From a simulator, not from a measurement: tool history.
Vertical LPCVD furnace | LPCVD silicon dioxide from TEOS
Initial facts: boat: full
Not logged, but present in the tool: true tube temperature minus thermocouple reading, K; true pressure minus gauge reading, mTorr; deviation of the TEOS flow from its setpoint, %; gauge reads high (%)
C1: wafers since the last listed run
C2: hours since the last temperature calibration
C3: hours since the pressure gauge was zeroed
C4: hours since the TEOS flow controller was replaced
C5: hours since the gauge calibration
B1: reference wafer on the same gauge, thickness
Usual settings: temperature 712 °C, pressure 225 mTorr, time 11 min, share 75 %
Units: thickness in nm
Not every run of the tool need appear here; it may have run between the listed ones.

{"run": 1, "day": 0.0, "temperature": 712, "pressure": 225, "time": 11, "share": 75, "C1": 0, "C2": 3052.2, "C3": 1320.6, "C4": 5506, "C5": 131.7, "B1": 81.89, "thickness": 98.68}
{"run": 2, "day": 0.417, "temperature": 712, "pressure": 205, "time": 11, "share": 75, "C1": 226, "C2": 3062.2, "C3": 1330.6, "C4": 5516, "C5": 141.7, "B1": 81.89, "thickness": 94.3}
{"run": 3, "day": 1.146, "temperature": 712, "pressure": 205, "time": 11, "share": 75, "C1": 397, "C2": 3079.7, "C3": 1348.1, "C4": 5533.5, "C5": 159.2, "B1": 81.89, "thickness": 94.15}
{"run": 4, "day": 1.758, "temperature": 709, "pressure": 225, "time": 11, "share": 75, "C1": 333, "C2": 3094.4, "C3": 1362.8, "C4": 5548.2, "C5": 173.9, "B1": 81.9, "thickness": 92.21}
{"run": 5, "day": 2.362, "temperature": 704, "pressure": 225, "time": 11, "share": 75, "C1": 328, "C2": 3108.9, "C3": 1377.3, "C4": 5562.7, "C5": 188.4, "B1": 81.91, "thickness": 82.3}
{"day": 3.375, "done": "thermocouples replaced and temperature profile calibrated"}
{"run": 6, "day": 3.396, "temperature": 712, "pressure": 225, "time": 9, "share": 75, "C1": 18, "C2": 0.5, "C3": 1402.1, "C4": 5587.5, "C5": 213.2, "B1": 81.91, "thickness": 75.18}
{"run": 7, "day": 3.546, "temperature": 712, "pressure": 225, "time": 9, "share": 75, "C1": 81, "C2": 4.1, "C3": 1405.7, "C4": 5591.1, "C5": 216.8, "B1": 81.9, "thickness": 75.19}
{"day": 4.779, "done": "pressure gauge zeroed"}
{"run": 8, "day": 4.8, "temperature": 712, "pressure": 225, "time": 11, "share": 75, "C1": 138, "C2": 34.2, "C3": 0.5, "C4": 5621.2, "C5": 246.9, "B1": 81.89, "thickness": 91.97}
{"run": 9, "day": 4.95, "temperature": 712, "pressure": 225, "time": 11, "share": 75, "C1": 81, "C2": 37.8, "C3": 4.1, "C4": 5624.8, "C5": 250.5, "B1": 81.91, "thickness": 91.77}
{"run": 10, "day": 5.262, "temperature": 712, "pressure": 225, "time": 11, "share": 75, "C1": 170, "C2": 45.3, "C3": 11.6, "C4": 5632.3, "C5": 258, "B1": 81.91, "thickness": 91.9}
{"day": 5.546, "done": "gauge calibrated"}
{"run": 11, "day": 5.683, "temperature": 712, "pressure": 225, "time": 11, "share": 85, "C1": 229, "C2": 55.4, "C3": 21.7, "C4": 5642.4, "C5": 3.3, "B1": 81.9, "thickness": 97.82}
{"run": 12, "day": 6.046, "temperature": 712, "pressure": 225, "time": 11, "share": 75, "C1": 197, "C2": 64.1, "C3": 30.4, "C4": 5651.1, "C5": 12, "B1": 81.91, "thickness": 91.96}
{"day": 7.517, "done": "TEOS flow controller replaced"}
{"run": 13, "day": 7.538, "temperature": 712, "pressure": 190, "time": 8, "share": 75, "C1": 267, "C2": 99.9, "C3": 66.2, "C4": 0.5, "C5": 47.8, "B1": 81.89, "thickness": 61.57}
{"run": 14, "day": 7.688, "temperature": 703, "pressure": 175, "time": 11, "share": 75, "C1": 81, "C2": 103.5, "C3": 69.8, "C4": 4.1, "C5": 51.4, "B1": 81.91, "thickness": 66.21}
{"run": 15, "day": 7.842, "temperature": 701, "pressure": 225, "time": 14, "share": 75, "C1": 83, "C2": 107.2, "C3": 73.5, "C4": 7.8, "C5": 55.1, "B1": 81.91, "thickness": 90.69}
{"run": 16, "day": 8.083, "temperature": 712, "pressure": 260, "time": 11, "share": 88, "C1": 131, "C2": 113, "C3": 79.3, "C4": 13.6, "C5": 60.9, "B1": 81.9, "thickness": 106.93}
{"run": 17, "day": 8.375, "temperature": 712, "pressure": 225, "time": 14, "share": 75, "C1": 158, "C2": 120, "C3": 86.3, "C4": 20.6, "C5": 67.9, "B1": 81.9, "thickness": 117.14}
{"run": 18, "day": 8.696, "temperature": 715, "pressure": 200, "time": 13.5, "share": 85, "C1": 174, "C2": 127.7, "C3": 94, "C4": 28.3, "C5": 75.6, "B1": 81.91, "thickness": 121.23}
{"run": 19, "day": 9.017, "temperature": 712, "pressure": 175, "time": 15, "share": 70, "C1": 174, "C2": 135.4, "C3": 101.7, "C4": 36, "C5": 83.3, "B1": 81.9, "thickness": 106.75}
{"run": 20, "day": 9.458, "temperature": 712, "pressure": 195, "time": 7.5, "share": 75, "C1": 240, "C2": 146, "C3": 112.3, "C4": 46.6, "C5": 93.9, "B1": 81.9, "thickness": 58.3}
{"run": 21, "day": 10.046, "temperature": 712, "pressure": 225, "time": 11, "share": 75, "C1": 319, "C2": 160.1, "C3": 126.4, "C4": 60.7, "C5": 108, "B1": 81.91, "thickness": 91.96}

3 options for the next run, each taken on its own from the tool as it stands now. Forecast them:
{"run": "A", "day": 10.2, "temperature": 712, "pressure": 225, "time": 7, "share": 75, "C1": 83, "C2": 163.8, "C3": 130.1, "C4": 64.4, "C5": 111.7, "B1": "?", "thickness": "?"}
{"run": "B", "day": 10.2, "temperature": 712, "pressure": 225, "time": 11, "share": 66, "C1": 83, "C2": 163.8, "C3": 130.1, "C4": 64.4, "C5": 111.7, "B1": "?", "thickness": "?"}
{"run": "C", "day": 10.2, "temperature": 712, "pressure": 195, "time": 11, "share": 64, "C1": 83, "C2": 163.8, "C3": 130.1, "C4": 64.4, "C5": 111.7, "B1": "?", "thickness": "?"}

run=A B1=81.9 thickness=58.35
run=B B1=81.9 thickness=86.02
run=C B1=81.9 thickness=78.86
Take away the tool's hidden state, keep each run's random variation, and the runs would have read:
run=A thickness=57.69
run=B thickness=85.04
run=C thickness=77.96
